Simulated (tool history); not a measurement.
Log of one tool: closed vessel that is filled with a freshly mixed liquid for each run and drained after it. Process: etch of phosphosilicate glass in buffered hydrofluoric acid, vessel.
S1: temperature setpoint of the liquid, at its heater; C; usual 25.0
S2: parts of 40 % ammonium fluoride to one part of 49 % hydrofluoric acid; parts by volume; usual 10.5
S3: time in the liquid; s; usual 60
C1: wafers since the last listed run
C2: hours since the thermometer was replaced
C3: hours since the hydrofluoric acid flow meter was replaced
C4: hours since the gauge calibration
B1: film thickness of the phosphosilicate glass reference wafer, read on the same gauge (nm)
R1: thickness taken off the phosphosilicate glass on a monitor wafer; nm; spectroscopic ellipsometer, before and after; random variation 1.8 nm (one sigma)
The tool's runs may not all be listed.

run    hour    S1    S2  S3     C1      C2      C3      C4     B1      R1
  1     0.0  25.0   9.5  45      0  1109.6  1307.2   822.2  50.00  209.54
  2    63.9  25.0  10.5  60   7167  1173.5  1371.1   886.1  50.01  257.34
  3   165.4  22.0  10.5  60  11385  1275.0  1472.6   987.6  49.96  217.13
  4   265.0  25.0  10.5  70  11171  1374.6  1572.2  1087.2  49.98  296.77
  5   336.0  25.0  10.5  70   7963  1445.6  1643.2  1158.2  49.98  295.24
  6   438.1  25.0  10.5  70  11452  1547.7  1745.3  1260.3  50.02  296.28
  7   510.2  25.0   8.5  60   8087  1619.8  1817.4  1332.4  49.98  300.67
      590.8  -- gauge calibrated
  8   616.8  22.5  10.5  60  11957  1726.4  1924.0    26.0  49.99  219.55
  9   661.5  25.0  10.5  60   5013  1771.1  1968.7    70.7  50.01  249.72
 10   740.9  25.0  10.5  60   8906  1850.5  2048.1   150.1  50.01  251.09
      844.3  -- hydrofluoric acid flow meter replaced
 11   846.9  25.0  10.5  60  11777  1956.5     2.6   256.1  50.02  259.99
 12   923.3  25.0  10.5  60   8569  2032.9    79.0   332.5  50.00  263.61
 13  1011.7  25.0   9.0  60   9915  2121.3   167.4   420.9  49.99  296.40
 14  1056.4  25.0   9.0  60   5013  2166.0   212.1   465.6  49.99  299.25
 15  1101.1  25.0   9.0  45   5013  2210.7   256.8   510.3  50.03  222.77
 16  1195.8  23.5  10.5  90  10622  2305.4   351.5   605.0  49.97  358.73
 17  1269.1  25.0   8.5  60   8221  2378.7   424.8   678.3  50.03  314.57
     1287.8  -- thermometer replaced
 18  1330.3  30.0   6.5  40   6752    42.5   486.0   739.5  50.02  361.50
 19  1373.9  27.0  10.5  60   4890    86.1   529.6   783.1  49.99  295.75
 20  1417.3  25.0  10.5  60   4868   129.5   573.0   826.5  50.01  262.99
 21  1456.0  30.0   6.5  40   4340   168.2   611.7   865.2  50.03  359.11
 22  1507.0  28.0  10.5  60   5720   219.2   662.7   916.2  50.01  307.61
 23  1554.8  25.0  10.5  60   5361   267.0   710.5   964.0  50.02  258.62
 24  1604.0  29.0  10.5  60   5518   316.2   759.7  1013.2  50.01  327.24
 25  1644.6  21.5  13.5  60   4554   356.8   800.3  1053.8  50.00  168.71
 26  1720.2  21.0  10.5  60   8479   432.4   875.9  1129.4  49.99  205.22
 27  1797.8  28.0  10.5  60   8704   510.0   953.5  1207.0  49.98  301.66
 28  1868.4  25.0  10.5  60   7919   580.6  1024.1  1277.6  50.02  254.87

What the log doesn't show, run by run:
liquid hotter than its thermometer reads (K): 0 in every run
gauge reads high (%): 0 in every run
H1: hydrofluoric acid flow below the setpoint (%)
run     H1
  1    3.6
  2   3.75
  3   3.99
  4   4.23
  5    4.4
  6   4.64
  7   4.82
  8   5.07
  9   5.18
 10   5.37
 11  0.154
 12  0.336
 13  0.546
 14  0.653
 15  0.759
 16  0.985
 17   1.16
 18   1.31
 19   1.41
 20   1.51
 21    1.6
 22   1.73
 23   1.84
 24   1.96
 25   2.05
 26   2.23
 27   2.42
 28   2.59
